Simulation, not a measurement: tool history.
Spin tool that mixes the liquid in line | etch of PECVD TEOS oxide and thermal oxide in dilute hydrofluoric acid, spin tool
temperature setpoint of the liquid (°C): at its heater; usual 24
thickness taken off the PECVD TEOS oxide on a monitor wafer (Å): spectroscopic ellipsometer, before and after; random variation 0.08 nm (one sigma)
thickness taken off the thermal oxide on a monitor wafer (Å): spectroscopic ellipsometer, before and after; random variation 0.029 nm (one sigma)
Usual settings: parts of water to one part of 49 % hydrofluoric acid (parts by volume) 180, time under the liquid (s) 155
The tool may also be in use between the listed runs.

run	day	temperature setpoint of the liquid (°C)	parts of water to one part of 49 % hydrofluoric acid (parts by volume)	time under the liquid (s)	read-back film thickness of the PECVD TEOS oxide reference wafer, read on the same gauge (nm)	read-back film thickness of the thermal oxide reference wafer, read on the same gauge (nm)	thickness taken off the PECVD TEOS oxide on a monitor wafer (Å)	thickness taken off the thermal oxide on a monitor wafer (Å)
1	0	24	180	155	40	89.988	106.3	30.66
2	1.679	24	180	155	40.05	89.984	107.3	30.97
# day 2.588: thermometer replaced
3	3.946	24	180	155	40	90.023	107	30.62
4	7.862	24	265	200	40	89.989	85.3	24.78
# day 7.867: gauge calibrated
# day 8.346: hydrofluoric acid flow meter replaced
5	9.517	19	235	235	39.93	89.989	96.4	28.38
6	12.054	24	180	130	40	90.005	89.9	26.07
7	14.288	21	180	90	40.03	89.995	55.5	16.08
8	16.712	24	180	155	39.97	89.983	107	30.86
9	19.238	24	180	155	40.02	90	107.4	30.73
10	21.425	24	95	155	40.01	89.994	223.7	64.76
11	24.229	21	180	155	39.98	89.981	96.1	27.54
12	27.458	24	180	195	40.04	89.967	135.9	39.44
13	30.483	24	180	155	39.94	90.006	107.8	30.68
14	33.038	26.5	180	155	39.97	89.999	119.6	33.46
15	34.721	20.5	210	105	39.97	89.995	53.2	15.11
# day 34.908: hydrofluoric acid flow meter replaced
16	37.304	22	155	120	39.95	89.989	92.7	27.14
17	41.679	24	240	155	39.95	89.967	75.8	22.24
18	43.392	20	180	155	40.02	90.007	92.2	26.35
19	45.308	24	180	155	40	90.003	107.2	30.79

Run 20 comes next. What will it give?
20	49.421	24	180	155	?	?	?	?

{"run 20": {"read-back film thickness of the PECVD TEOS oxide reference wafer, read on the same gauge (nm)": 39.97, "read-back film thickness of the thermal oxide reference wafer, read on the same gauge (nm)": 89.977, "thickness taken off the PECVD TEOS oxide on a monitor wafer (Å)": 107.9, "thickness taken off the thermal oxide on a monitor wafer (Å)": 31.17}}
Without the tool's hidden state the same run would have given thickness taken off the PECVD TEOS oxide on a monitor wafer (Å) 107.9, thickness taken off the thermal oxide on a monitor wafer (Å) 31.17.
